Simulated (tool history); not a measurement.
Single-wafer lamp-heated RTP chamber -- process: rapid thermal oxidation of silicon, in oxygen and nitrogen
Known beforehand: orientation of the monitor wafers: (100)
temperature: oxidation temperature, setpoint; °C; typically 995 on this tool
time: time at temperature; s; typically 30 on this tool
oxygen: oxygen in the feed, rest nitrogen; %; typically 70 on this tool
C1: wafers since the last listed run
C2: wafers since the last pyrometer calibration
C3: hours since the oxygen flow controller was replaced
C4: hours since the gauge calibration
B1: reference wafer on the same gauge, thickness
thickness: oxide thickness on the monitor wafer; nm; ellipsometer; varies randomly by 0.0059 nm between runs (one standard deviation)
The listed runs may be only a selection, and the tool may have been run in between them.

{"run": 1, "hour": 0.0, "temperature": 995, "time": 30, "oxygen": 70, "C1": 0, "C2": 3867, "C3": 6584.1, "C4": 121.4, "B1": 3.92, "thickness": 3.958}
{"run": 2, "hour": 9.8, "temperature": 995, "time": 30, "oxygen": 70, "C1": 100, "C2": 3968, "C3": 6593.9, "C4": 131.2, "B1": 3.92, "thickness": 3.954}
{"run": 3, "hour": 23.5, "temperature": 995, "time": 30, "oxygen": 60, "C1": 140, "C2": 4108, "C3": 6607.6, "C4": 144.9, "B1": 3.921, "thickness": 3.776}
{"run": 4, "hour": 34.4, "temperature": 995, "time": 30, "oxygen": 60, "C1": 111, "C2": 4220, "C3": 6618.5, "C4": 155.8, "B1": 3.919, "thickness": 3.783}
{"run": 5, "hour": 42.7, "temperature": 995, "time": 30, "oxygen": 59, "C1": 85, "C2": 4305, "C3": 6626.8, "C4": 164.1, "B1": 3.919, "thickness": 3.762}
{"run": 6, "hour": 48.9, "temperature": 995, "time": 21, "oxygen": 70, "C1": 63, "C2": 4369, "C3": 6633, "C4": 170.3, "B1": 3.918, "thickness": 3.47}
{"run": 7, "hour": 102.6, "temperature": 995, "time": 21, "oxygen": 70, "C1": 551, "C2": 4920, "C3": 6686.7, "C4": 224, "B1": 3.92, "thickness": 3.473}
{"run": 8, "hour": 112.7, "temperature": 995, "time": 30, "oxygen": 70, "C1": 103, "C2": 5024, "C3": 6696.8, "C4": 234.1, "B1": 3.922, "thickness": 3.966}
{"run": 9, "hour": 124.0, "temperature": 995, "time": 30, "oxygen": 70, "C1": 115, "C2": 5140, "C3": 6708.1, "C4": 245.4, "B1": 3.922, "thickness": 3.961}
{"hour": 162.8, "done": "pyrometer window cleaned and pyrometer calibrated"}
{"run": 10, "hour": 163.3, "temperature": 995, "time": 30, "oxygen": 70, "C1": 321, "C2": 5, "C3": 6747.4, "C4": 284.7, "B1": 3.92, "thickness": 3.9}
{"run": 11, "hour": 172.7, "temperature": 995, "time": 30, "oxygen": 70, "C1": 96, "C2": 101, "C3": 6756.8, "C4": 294.1, "B1": 3.921, "thickness": 3.906}
{"run": 12, "hour": 186.9, "temperature": 973, "time": 30, "oxygen": 54, "C1": 145, "C2": 247, "C3": 6771, "C4": 308.3, "B1": 3.92, "thickness": 3.186}
{"run": 13, "hour": 196.0, "temperature": 995, "time": 30, "oxygen": 70, "C1": 93, "C2": 341, "C3": 6780.1, "C4": 317.4, "B1": 3.92, "thickness": 3.924}
{"hour": 196.1, "done": "gauge calibrated"}
{"hour": 209.1, "done": "oxygen flow controller replaced"}
{"run": 14, "hour": 210.2, "temperature": 982, "time": 30, "oxygen": 87, "C1": 63, "C2": 404, "C3": 1.1, "C4": 14.1, "B1": 3.92, "thickness": 3.844}
{"run": 15, "hour": 222.7, "temperature": 995, "time": 30, "oxygen": 70, "C1": 128, "C2": 532, "C3": 13.6, "C4": 26.6, "B1": 3.919, "thickness": 3.917}
{"run": 16, "hour": 233.0, "temperature": 967, "time": 35, "oxygen": 70, "C1": 105, "C2": 638, "C3": 23.9, "C4": 36.9, "B1": 3.92, "thickness": 3.479}
{"run": 17, "hour": 242.9, "temperature": 995, "time": 30, "oxygen": 70, "C1": 101, "C2": 740, "C3": 33.8, "C4": 46.8, "B1": 3.92, "thickness": 3.921}
{"run": 18, "hour": 271.9, "temperature": 1004, "time": 30, "oxygen": 98, "C1": 297, "C2": 1037, "C3": 62.8, "C4": 75.8, "B1": 3.921, "thickness": 4.654}
{"run": 19, "hour": 280.1, "temperature": 1018, "time": 30, "oxygen": 70, "C1": 84, "C2": 1122, "C3": 71, "C4": 84, "B1": 3.921, "thickness": 4.582}
{"run": 20, "hour": 294.9, "temperature": 995, "time": 30, "oxygen": 70, "C1": 151, "C2": 1273, "C3": 85.8, "C4": 98.8, "B1": 3.919, "thickness": 3.936}
{"run": 21, "hour": 302.2, "temperature": 1004, "time": 30, "oxygen": 56, "C1": 74, "C2": 1348, "C3": 93.1, "C4": 106.1, "B1": 3.921, "thickness": 3.904}
{"run": 22, "hour": 319.0, "temperature": 1024, "time": 30, "oxygen": 81, "C1": 172, "C2": 1521, "C3": 109.9, "C4": 122.9, "B1": 3.92, "thickness": 5.02}

Predict each of these 3 candidate next runs independently; none follows another, all start after run 22:
{"run": "A", "hour": 319.5, "temperature": 1015, "time": 30, "oxygen": 70, "C1": 5, "C2": 1526, "C3": 110.4, "C4": 123.4, "B1": "?", "thickness": "?"}
{"run": "B", "hour": 319.5, "temperature": 1003, "time": 30, "oxygen": 49, "C1": 5, "C2": 1526, "C3": 110.4, "C4": 123.4, "B1": "?", "thickness": "?"}
{"run": "C", "hour": 319.5, "temperature": 1008, "time": 35, "oxygen": 78, "C1": 5, "C2": 1526, "C3": 110.4, "C4": 123.4, "B1": "?", "thickness": "?"}

run=A B1=3.919 thickness=4.499
run=B B1=3.919 thickness=3.725
run=C B1=3.919 thickness=4.735
Without the tool's unlogged condition, the same runs would have read:
run=A thickness=4.459
run=B thickness=3.695
run=C thickness=4.691
